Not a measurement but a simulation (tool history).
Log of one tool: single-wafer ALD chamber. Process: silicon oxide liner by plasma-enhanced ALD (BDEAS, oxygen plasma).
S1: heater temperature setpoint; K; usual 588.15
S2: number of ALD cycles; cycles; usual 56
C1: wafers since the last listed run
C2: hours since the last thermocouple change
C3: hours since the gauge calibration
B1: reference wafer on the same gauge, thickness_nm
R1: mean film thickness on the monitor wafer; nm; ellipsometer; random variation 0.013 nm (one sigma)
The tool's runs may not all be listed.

run     day      S1  S2   C1      C2     C3     B1     R1
  1       0  588.15  56    0  1180.7  315.5  6.087  5.246
      0.158  -- gauge calibrated
  2     0.5  588.15  56   81  1192.7    8.2  6.088  5.225
  3   0.825  588.15  56   52  1200.5     16  6.089  5.255
  4   1.321  597.15  56   80  1212.4   27.9   6.09  5.169
  5   1.646  597.15  56   52  1220.2   35.7  6.093  5.201
  6   2.225  597.15  56   94  1234.1   49.6   6.09  5.176
  7   2.962  588.15  48  119  1251.8   67.3   6.09  4.486
  8    4.25  588.15  56  209  1282.7   98.2  6.089  5.241
  9   4.883  588.15  56  102  1297.9  113.4   6.09   5.23
 10   5.167  588.15  56   46  1304.7  120.2  6.089   5.23
 11   5.425  588.15  56   42  1310.9  126.4  6.089  5.227
 12   5.775  588.15  56   56  1319.3  134.8  6.086  5.236
 13   6.525  573.15  48  121  1337.3  152.8   6.09  4.583
      6.938  -- thermocouple changed; heater temperature recalibrated
 14   6.958  588.15  56   16     0.5  163.2   6.09  5.223
 15   7.312  600.15  53   57       9  171.7  6.093   4.89
 16   7.942  593.15  63  102    24.1  186.8  6.091  5.838
 17   8.512  602.15  46   92    37.8  200.5  6.089  4.227
 18    9.25  574.15  56  119    55.5  218.2  6.088  5.338
 19   9.617  588.15  66   59    64.3    227  6.088  6.144
 20  10.083  582.15  64   75    75.5  238.2  6.091  6.005
 21  10.762  583.15  56  110    91.8  254.5  6.095  5.258

Run 22 comes next. What will it give?
     10.971  -- gauge calibrated
 22  11.304  581.15  56  88  104.8   8   ?   ?

{"run 22": {"B1": 6.091, "R1": 5.285}}
Without the tool's hidden state the same run would have given R1 5.285 nm.
